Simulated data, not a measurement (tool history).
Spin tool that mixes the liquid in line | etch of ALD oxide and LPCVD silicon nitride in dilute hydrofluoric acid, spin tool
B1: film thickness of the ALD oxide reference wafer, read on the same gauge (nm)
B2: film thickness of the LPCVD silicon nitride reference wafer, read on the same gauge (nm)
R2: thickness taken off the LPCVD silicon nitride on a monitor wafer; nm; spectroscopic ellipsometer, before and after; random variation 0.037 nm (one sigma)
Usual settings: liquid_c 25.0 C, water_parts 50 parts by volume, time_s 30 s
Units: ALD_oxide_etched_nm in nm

run 1 day=0.000 | liquid_c=23.0 water_parts=50 time_s=30 | B1=60.02 B2=50.010 | ALD_oxide_etched_nm=15.46 R2=0.307
run 2 day=2.696 | liquid_c=23.0 water_parts=50 time_s=30 | B1=59.98 B2=49.985 | ALD_oxide_etched_nm=15.57 R2=0.273
run 3 day=3.850 | liquid_c=23.0 water_parts=50 time_s=30 | B1=60.02 B2=50.019 | ALD_oxide_etched_nm=15.52 R2=0.328
run 4 day=6.175 | liquid_c=25.0 water_parts=50 time_s=30 | B1=60.01 B2=50.022 | ALD_oxide_etched_nm=16.87 R2=0.342
run 5 day=8.808 | liquid_c=25.0 water_parts=50 time_s=30 | B1=60.03 B2=49.962 | ALD_oxide_etched_nm=16.89 R2=0.332
-- day=9.279 thermometer replaced
run 6 day=11.425 | liquid_c=25.0 water_parts=50 time_s=30 | B1=60.03 B2=50.007 | ALD_oxide_etched_nm=16.91 R2=0.323
-- day=12.121 gauge calibrated
run 7 day=12.583 | liquid_c=25.0 water_parts=50 time_s=30 | B1=59.98 B2=49.991 | ALD_oxide_etched_nm=16.84 R2=0.294
run 8 day=15.350 | liquid_c=25.0 water_parts=50 time_s=30 | B1=59.95 B2=50.003 | ALD_oxide_etched_nm=16.90 R2=0.363
run 9 day=18.167 | liquid_c=25.0 water_parts=50 time_s=30 | B1=60.00 B2=49.961 | ALD_oxide_etched_nm=16.92 R2=0.309

The next listed run, before its measurement:
-- day=19.354 hydrofluoric acid flow meter replaced
run 10 day=19.562 | liquid_c=21.5 water_parts=60 time_s=15 | B1=? B2=? | ALD_oxide_etched_nm=? R2=?

B1: 59.94
B2: 49.954
ALD_oxide_etched_nm: 5.93 nm
R2: 0.117 nm
Without the tool's hidden state the same run would have given ALD_oxide_etched_nm 5.93 nm, R2 0.117 nm.
